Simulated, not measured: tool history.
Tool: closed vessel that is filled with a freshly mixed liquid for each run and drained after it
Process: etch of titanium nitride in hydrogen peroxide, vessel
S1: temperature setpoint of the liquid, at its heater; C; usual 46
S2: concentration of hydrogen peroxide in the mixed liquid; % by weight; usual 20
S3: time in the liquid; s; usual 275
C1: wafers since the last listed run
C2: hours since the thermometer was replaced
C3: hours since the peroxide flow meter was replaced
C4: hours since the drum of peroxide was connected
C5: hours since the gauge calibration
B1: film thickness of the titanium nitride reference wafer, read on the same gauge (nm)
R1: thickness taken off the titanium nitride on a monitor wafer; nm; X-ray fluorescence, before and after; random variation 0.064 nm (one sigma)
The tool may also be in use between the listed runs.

{"run": 1, "hour": 0.0, "S1": 46, "S2": 20, "S3": 275, "C1": 0, "C2": 1700.9, "C3": 311.7, "C4": 320, "C5": 1935.5, "B1": 99.99, "R1": 13.2}
{"run": 2, "hour": 35.3, "S1": 46, "S2": 20, "S3": 275, "C1": 3206, "C2": 1736.2, "C3": 347, "C4": 355.3, "C5": 1970.8, "B1": 100.01, "R1": 13.32}
{"hour": 38.1, "done": "gauge calibrated"}
{"run": 3, "hour": 102.2, "S1": 40.5, "S2": 20, "S3": 275, "C1": 6077, "C2": 1803.1, "C3": 413.9, "C4": 422.2, "C5": 64.1, "B1": 99.98, "R1": 8.75}
{"run": 4, "hour": 170.9, "S1": 40.5, "S2": 20, "S3": 275, "C1": 6240, "C2": 1871.8, "C3": 482.6, "C4": 490.9, "C5": 132.8, "B1": 100, "R1": 8.75}
{"run": 5, "hour": 204.6, "S1": 40.5, "S2": 20, "S3": 275, "C1": 3061, "C2": 1905.5, "C3": 516.3, "C4": 524.6, "C5": 166.5, "B1": 100.05, "R1": 8.65}
{"run": 6, "hour": 269.0, "S1": 46, "S2": 20, "S3": 395, "C1": 5850, "C2": 1969.9, "C3": 580.7, "C4": 589, "C5": 230.9, "B1": 99.94, "R1": 18.98}
{"run": 7, "hour": 301.7, "S1": 41, "S2": 14.5, "S3": 190, "C1": 2970, "C2": 2002.6, "C3": 613.4, "C4": 621.7, "C5": 263.6, "B1": 100.02, "R1": 5.86}
{"run": 8, "hour": 371.7, "S1": 42.5, "S2": 25.5, "S3": 365, "C1": 6358, "C2": 2072.6, "C3": 683.4, "C4": 691.7, "C5": 333.6, "B1": 99.98, "R1": 14.16}
{"run": 9, "hour": 396.8, "S1": 46, "S2": 15, "S3": 130, "C1": 2280, "C2": 2097.7, "C3": 708.5, "C4": 716.8, "C5": 358.7, "B1": 99.96, "R1": 5.88}
{"run": 10, "hour": 463.1, "S1": 43, "S2": 20, "S3": 275, "C1": 6022, "C2": 2164, "C3": 774.8, "C4": 783.1, "C5": 425, "B1": 100, "R1": 10.55}
{"run": 11, "hour": 531.1, "S1": 42.5, "S2": 20, "S3": 275, "C1": 6177, "C2": 2232, "C3": 842.8, "C4": 851.1, "C5": 493, "B1": 100.04, "R1": 10.2}
{"run": 12, "hour": 653.3, "S1": 46, "S2": 21.5, "S3": 430, "C1": 11100, "C2": 2354.2, "C3": 965, "C4": 973.3, "C5": 615.2, "B1": 100, "R1": 21.02}
{"hour": 733.8, "done": "peroxide flow meter replaced"}
{"hour": 771.6, "done": "thermometer replaced"}
{"run": 13, "hour": 838.4, "S1": 46, "S2": 20, "S3": 395, "C1": 16632, "C2": 66.8, "C3": 104.6, "C4": 1158.4, "C5": 800.3, "B1": 99.99, "R1": 18.52}
{"run": 14, "hour": 878.5, "S1": 37, "S2": 14, "S3": 275, "C1": 3642, "C2": 106.9, "C3": 144.7, "C4": 1198.5, "C5": 840.4, "B1": 99.96, "R1": 6}
{"run": 15, "hour": 913.6, "S1": 50.5, "S2": 20, "S3": 215, "C1": 3188, "C2": 142, "C3": 179.8, "C4": 1233.6, "C5": 875.5, "B1": 100, "R1": 13.97}
{"hour": 928.9, "done": "new drum of peroxide connected"}
{"run": 16, "hour": 952.1, "S1": 43, "S2": 20, "S3": 275, "C1": 3406, "C2": 180.5, "C3": 218.3, "C4": 23.2, "C5": 914, "B1": 100.05, "R1": 10.41}
{"run": 17, "hour": 1011.9, "S1": 38, "S2": 23, "S3": 275, "C1": 5432, "C2": 240.3, "C3": 278.1, "C4": 83, "C5": 973.8, "B1": 100.01, "R1": 7.42}
{"run": 18, "hour": 1056.3, "S1": 46, "S2": 15, "S3": 125, "C1": 4033, "C2": 284.7, "C3": 322.5, "C4": 127.4, "C5": 1018.2, "B1": 99.96, "R1": 5.64}
{"run": 19, "hour": 1083.5, "S1": 37, "S2": 14, "S3": 275, "C1": 2470, "C2": 311.9, "C3": 349.7, "C4": 154.6, "C5": 1045.4, "B1": 99.99, "R1": 6.08}
{"run": 20, "hour": 1137.1, "S1": 53, "S2": 17.5, "S3": 385, "C1": 4868, "C2": 365.5, "C3": 403.3, "C4": 208.2, "C5": 1099, "B1": 99.98, "R1": 29.78}
{"run": 21, "hour": 1165.9, "S1": 46, "S2": 23, "S3": 325, "C1": 2616, "C2": 394.3, "C3": 432.1, "C4": 237, "C5": 1127.8, "B1": 99.97, "R1": 15.82}
{"run": 22, "hour": 1200.3, "S1": 41, "S2": 20, "S3": 195, "C1": 3124, "C2": 428.7, "C3": 466.5, "C4": 271.4, "C5": 1162.2, "B1": 99.97, "R1": 6.34}
{"run": 23, "hour": 1259.5, "S1": 37.5, "S2": 20, "S3": 275, "C1": 5377, "C2": 487.9, "C3": 525.7, "C4": 330.6, "C5": 1221.4, "B1": 100.04, "R1": 6.81}
{"run": 24, "hour": 1330.2, "S1": 40.5, "S2": 24.5, "S3": 215, "C1": 6422, "C2": 558.6, "C3": 596.4, "C4": 401.3, "C5": 1292.1, "B1": 99.98, "R1": 7.09}
{"run": 25, "hour": 1435.4, "S1": 43, "S2": 23.5, "S3": 275, "C1": 9556, "C2": 663.8, "C3": 701.6, "C4": 506.5, "C5": 1397.3, "B1": 100.01, "R1": 10.75}
{"run": 26, "hour": 1491.3, "S1": 46, "S2": 14.5, "S3": 275, "C1": 5077, "C2": 719.7, "C3": 757.5, "C4": 562.4, "C5": 1453.2, "B1": 100, "R1": 12.29}
{"run": 27, "hour": 1522.8, "S1": 46, "S2": 18, "S3": 225, "C1": 2861, "C2": 751.2, "C3": 789, "C4": 593.9, "C5": 1484.7, "B1": 99.99, "R1": 10.43}
{"run": 28, "hour": 1583.4, "S1": 46, "S2": 20, "S3": 275, "C1": 5504, "C2": 811.8, "C3": 849.6, "C4": 654.5, "C5": 1545.3, "B1": 99.95, "R1": 13.01}

Forecast each of these 5 alternatives for the next run:
{"run": "A", "hour": 1584.1, "S1": 46, "S2": 20, "S3": 275, "C1": 63, "C2": 812.5, "C3": 850.3, "C4": 655.2, "C5": 1546, "B1": "?", "R1": "?"}
{"run": "B", "hour": 1584.1, "S1": 46, "S2": 17.5, "S3": 275, "C1": 63, "C2": 812.5, "C3": 850.3, "C4": 655.2, "C5": 1546, "B1": "?", "R1": "?"}
{"run": "C", "hour": 1584.1, "S1": 55.5, "S2": 20, "S3": 275, "C1": 63, "C2": 812.5, "C3": 850.3, "C4": 655.2, "C5": 1546, "B1": "?", "R1": "?"}
{"run": "D", "hour": 1584.1, "S1": 46, "S2": 25, "S3": 195, "C1": 63, "C2": 812.5, "C3": 850.3, "C4": 655.2, "C5": 1546, "B1": "?", "R1": "?"}
{"run": "E", "hour": 1584.1, "S1": 39.5, "S2": 20, "S3": 155, "C1": 63, "C2": 812.5, "C3": 850.3, "C4": 655.2, "C5": 1546, "B1": "?", "R1": "?"}

run=A B1=100 R1=12.99
run=B B1=100 R1=12.63
run=C B1=100 R1=25.71
run=D B1=100 R1=9.67
run=E B1=100 R1=4.48
Without the tool's hidden state the same runs would have given:
run=A R1=12.98
run=B R1=12.62
run=C R1=25.71
run=D R1=9.66
run=E R1=4.48
